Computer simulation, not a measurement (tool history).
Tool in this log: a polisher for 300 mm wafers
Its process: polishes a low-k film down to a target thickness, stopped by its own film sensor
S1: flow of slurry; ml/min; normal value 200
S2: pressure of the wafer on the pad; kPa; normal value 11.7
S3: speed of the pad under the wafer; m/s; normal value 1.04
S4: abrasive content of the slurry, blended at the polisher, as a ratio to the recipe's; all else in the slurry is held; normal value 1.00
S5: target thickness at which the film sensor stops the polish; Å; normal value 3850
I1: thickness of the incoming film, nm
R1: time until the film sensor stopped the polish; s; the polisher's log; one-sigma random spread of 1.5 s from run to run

| run | hour | S1 | S2 | S3 | S4 | S5 | I1 | R1 |
|---|---|---|---|---|---|---|---|---|
| 1 | 0.0 | 200 | 11.7 | 0.76 | 1.05 | 3850 | 427.0 | 191.9 |
| 2 | 33.6 | 200 | 11.7 | 0.76 | 1.05 | 3850 | 436.7 | 239.7 |
| 3 | 55.0 | 200 | 11.7 | 0.76 | 1.05 | 3850 | 434.9 | 234.0 |
| 4 | 74.4 | 200 | 11.7 | 1.04 | 1.15 | 3850 | 429.4 | 158.5 |
|  | 107.8 | worn pad replaced by a new one |
| 5 | 108.3 | 200 | 11.7 | 1.04 | 1.15 | 3850 | 434.7 | 184.7 |
|  | 116.1 | slurry nozzle cleaned |
|  | 120.9 | conditioning disc replaced and pad reconditioned |
| 6 | 126.9 | 200 | 11.7 | 1.04 | 1.15 | 3850 | 424.6 | 138.0 |
| 7 | 140.1 | 200 | 14.5 | 1.04 | 1.00 | 3850 | 434.9 | 153.2 |
| 8 | 170.9 | 200 | 11.7 | 1.04 | 1.00 | 3850 | 428.5 | 163.9 |
| 9 | 188.3 | 160 | 11.7 | 1.04 | 1.10 | 3850 | 433.3 | 182.2 |
|  | 212.5 | worn pad replaced by a new one |
|  | 214.9 | head pressure recalibrated |
| 10 | 216.4 | 245 | 11.7 | 1.38 | 1.15 | 3850 | 426.4 | 121.9 |
|  | 243.9 | slurry blender recalibrated |
| 11 | 244.4 | 200 | 11.7 | 1.04 | 0.75 | 3850 | 424.6 | 147.1 |
| 12 | 265.9 | 170 | 11.7 | 1.04 | 0.90 | 3850 | 428.1 | 154.7 |
| 13 | 290.0 | 200 | 11.7 | 1.04 | 1.00 | 3850 | 426.6 | 144.1 |

Forecast run 14:
| 14 | 324.5 | 145 | 9.0 | 0.74 | 1.00 | 3970 | 429.3 | ? |

Run 14 measured R1 199.2 s.
The same run, on a tool lacking any hidden state, would have yielded R1 188.0 s.
